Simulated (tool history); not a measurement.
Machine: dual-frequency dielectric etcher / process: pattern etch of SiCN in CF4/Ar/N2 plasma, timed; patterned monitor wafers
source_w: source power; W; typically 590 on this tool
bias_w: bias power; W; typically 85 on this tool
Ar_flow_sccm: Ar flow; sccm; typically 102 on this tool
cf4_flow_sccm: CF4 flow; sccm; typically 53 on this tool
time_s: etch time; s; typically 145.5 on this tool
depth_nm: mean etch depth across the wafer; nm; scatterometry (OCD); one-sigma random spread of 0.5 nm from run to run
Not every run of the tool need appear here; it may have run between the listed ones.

run,hour,source_w,bias_w,Ar_flow_sccm,cf4_flow_sccm,time_s,wafers since the last listed run,hours since the last wet clean,hours since the last source power generator calibration,hours since the last bias power generator calibration,hours since the last Ar flow controller change,hours since the last CF4 flow controller change,hours since the last upper electrode change,hours since the gauge calibration,"read-back reference wafer on the same gauge, depth_nm",depth_nm
1,0.0,590,85,92,47,165.5,0,179.5,4454.6,660.8,173.7,70.4,225.9,885.5,149.0,174.8
2,59.5,590,85,102,40,111.5,433,239.0,4514.1,720.3,233.2,129.9,285.4,945.0,149.0,109.5
3,87.3,590,74,93,53,145.5,202,266.8,4541.9,748.1,261.0,157.7,313.2,972.8,149.0,148.6
4,155.5,590,76,102,41,145.5,496,335.0,4610.1,816.3,329.2,225.9,381.4,1041.0,149.0,137.3
5,193.3,590,85,102,46,145.5,275,372.8,4647.9,854.1,367.0,263.7,419.2,1078.8,149.0,148.9
6,238.4,450,85,102,46,145.5,328,417.9,4693.0,899.2,412.1,308.8,464.3,1123.9,149.1,116.7
7,269.2,590,85,102,53,145.5,224,448.7,4723.8,930.0,442.9,339.6,495.1,1154.7,149.0,154.0
# hour 302.2: wet clean of the chamber
# hour 307.3: source power generator calibrated
8,335.9,590,72,113,47,134.0,281,33.7,28.6,996.7,509.6,406.3,561.8,1221.4,149.0,126.2
9,400.6,590,85,102,53,145.5,471,98.4,93.3,1061.4,574.3,471.0,626.5,1286.1,149.0,155.4
10,425.9,590,85,102,59,186.5,184,123.7,118.6,1086.7,599.6,496.3,651.8,1311.4,149.0,203.5
# hour 459.2: gauge calibrated
11,489.6,450,85,102,62,145.5,463,187.4,182.3,1150.4,663.3,560.0,715.5,30.4,149.0,125.4
12,544.4,440,85,102,53,145.5,399,242.2,237.1,1205.2,718.1,614.8,770.3,85.2,149.0,118.7
13,585.3,590,85,102,53,145.5,297,283.1,278.0,1246.1,759.0,655.7,811.2,126.1,149.0,155.2
14,611.7,590,73,102,50,145.5,192,309.5,304.4,1272.5,785.4,682.1,837.6,152.5,149.0,143.2
15,654.8,590,91,110,64,145.5,313,352.6,347.5,1315.6,828.5,725.2,880.7,195.6,149.0,165.0
# hour 709.0: wet clean of the chamber
16,711.4,590,65,102,58,145.5,237,2.4,404.1,1372.2,885.1,781.8,937.3,252.2,149.0,142.9
17,780.0,590,85,102,53,145.5,499,71.0,472.7,1440.8,953.7,850.4,1005.9,320.8,149.0,155.5
18,838.3,590,85,102,53,145.5,424,129.3,531.0,1499.1,1012.0,908.7,1064.2,379.1,149.1,156.0
19,907.3,530,99,102,53,145.5,502,198.3,600.0,1568.1,1081.0,977.7,1133.2,448.1,149.0,149.2
20,935.3,660,85,102,53,184.0,203,226.3,628.0,1596.1,1109.0,1005.7,1161.2,476.1,149.0,217.3

Predict each of these 5 candidate next runs independently; none follows another, all start after run 20:
A,935.8,590,85,102,53,145.5,3,226.8,628.5,1596.6,1109.5,1006.2,1161.7,476.6,?,?
B,935.8,590,71,88,46,145.5,3,226.8,628.5,1596.6,1109.5,1006.2,1161.7,476.6,?,?
C,935.8,590,85,81,53,109.5,3,226.8,628.5,1596.6,1109.5,1006.2,1161.7,476.6,?,?
D,935.8,640,85,102,53,145.5,3,226.8,628.5,1596.6,1109.5,1006.2,1161.7,476.6,?,?
E,935.8,590,95,94,59,121.5,3,226.8,628.5,1596.6,1109.5,1006.2,1161.7,476.6,?,?

run,"read-back reference wafer on the same gauge, depth_nm",depth_nm
A,149.0,154.7
B,149.0,142.5
C,149.0,121.5
D,149.0,166.5
E,149.0,140.5
What these runs would have given with no unlogged condition in the tool:
run,depth_nm
A,154.7
B,142.5
C,121.5
D,166.5
E,140.5
